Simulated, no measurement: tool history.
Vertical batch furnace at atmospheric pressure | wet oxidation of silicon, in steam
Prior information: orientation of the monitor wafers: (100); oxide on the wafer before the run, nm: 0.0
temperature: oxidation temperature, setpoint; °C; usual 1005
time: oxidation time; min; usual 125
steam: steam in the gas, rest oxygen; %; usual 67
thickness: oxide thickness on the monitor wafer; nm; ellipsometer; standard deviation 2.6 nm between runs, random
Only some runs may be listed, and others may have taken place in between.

run,hour,temperature,time,steam,wafers since the last listed run,hours since the last temperature calibration,hours since the steam generator was serviced,hours since the gauge calibration,"read-back reference wafer on the same gauge, thickness",thickness
1,0,1005,125,67,0,2416.1,2540.3,661.8,608.23,593.39
2,23.1,1005,125,67,242,2439.2,2563.4,684.9,608.35,589.76
# hour 37.3: gauge calibrated
3,43.3,1013,125,67,212,2459.4,2583.6,6,589.99,604.78
4,66.8,1020,125,67,246,2482.9,2607.1,29.5,589.31,629.29
5,78.9,1005,125,67,127,2495,2619.2,41.6,589.66,578.57
6,101,1005,125,67,232,2517.1,2641.3,63.7,590.34,576.64
7,136,1005,125,67,367,2552.1,2676.3,98.7,591.04,574.28
8,171.1,1005,125,67,368,2587.2,2711.4,133.8,591.52,571.76
9,185.1,1005,125,76,147,2601.2,2725.4,147.8,591.71,626.01
10,209.2,1005,125,67,253,2625.3,2749.5,171.9,592.73,575.99
11,228.4,1005,96.5,67,201,2644.5,2768.7,191.1,592.79,488.82
12,250.6,1005,96.5,67,233,2666.7,2790.9,213.3,594.27,484.71
13,283.2,1005,96.5,67,342,2699.3,2823.5,245.9,594.71,489.38
14,310.3,1005,125,67,284,2726.4,2850.6,273,596.49,573.75
15,340.7,1005,125,67,319,2756.8,2881,303.4,596.17,577.91
16,365,1005,125,60,255,2781.1,2905.3,327.7,596.43,540.52
17,397.2,1005,125,60,338,2813.3,2937.5,359.9,597.04,544.69
18,426.9,1005,125,60,311,2843,2967.2,389.6,599.22,542.34
# hour 463.7: thermocouples replaced and temperature profile calibrated
19,464.2,1005,125,67,139,0.5,3004.5,426.9,599.27,581.48
20,483.2,1005,180.5,75,199,19.5,3023.5,445.9,599.05,794.79
# hour 508.6: steam generator serviced
21,509.1,982,175.5,67,19,45.4,0.5,471.8,599.86,627.42
22,517.8,981,156,71,91,54.1,9.2,480.5,599.95,599.08
23,542.5,1005,125,67,259,78.8,33.9,505.2,600.24,585.13
24,608.9,1005,125,55,697,145.2,100.3,571.6,601.66,520.81
25,644.3,1005,125,67,371,180.6,135.7,607,602.16,587.44
26,669.6,993,125,58,265,205.9,161,632.3,603.43,493.36
27,687.5,985,165.5,67,188,223.8,178.9,650.2,604.42,621.8
28,716.3,1005,96.5,56,302,252.6,207.7,679,604.72,439.81
# hour 731.2: gauge calibrated
29,745.8,1005,68.5,60,309,282.1,237.2,14.6,587.23,350.81
30,781.1,1022,125,73,370,317.4,272.5,49.9,587.12,670.95
31,803.6,1025,125,57,236,339.9,295,72.4,587.77,585.96
32,825.4,1005,125,74,228,361.7,316.8,94.2,587.65,610.77
33,839.6,1005,156.5,73,149,375.9,331,108.4,589.43,700.97
34,861.3,1005,125,67,227,397.6,352.7,130.1,589.49,579.25
35,889.8,985,125,58,299,426.1,381.2,158.6,590.21,453.53
36,914.5,983,156,62,259,450.8,405.9,183.3,591.07,547.1
37,944,999,102.5,67,309,480.3,435.4,212.8,590.98,487.25
38,956.5,1030,185,60,131,492.8,447.9,225.3,590.24,789.14
39,991.2,1005,125,67,364,527.5,482.6,260,593.5,577.89

Predict each of these 3 candidate next runs independently; none follows another, all start after run 39:
A,998,1005,125,67,71,534.3,489.4,266.8,?,?
B,998,1013,81.5,74,71,534.3,489.4,266.8,?,?
C,998,1005,63.5,67,71,534.3,489.4,266.8,?,?

run,"read-back reference wafer on the same gauge, thickness",thickness
A,593.17,576.36
B,593.17,489.84
C,593.17,365.61
Without the tool's unlogged condition, the same runs would have read:
run,thickness
A,572.91
B,486.91
C,363.42
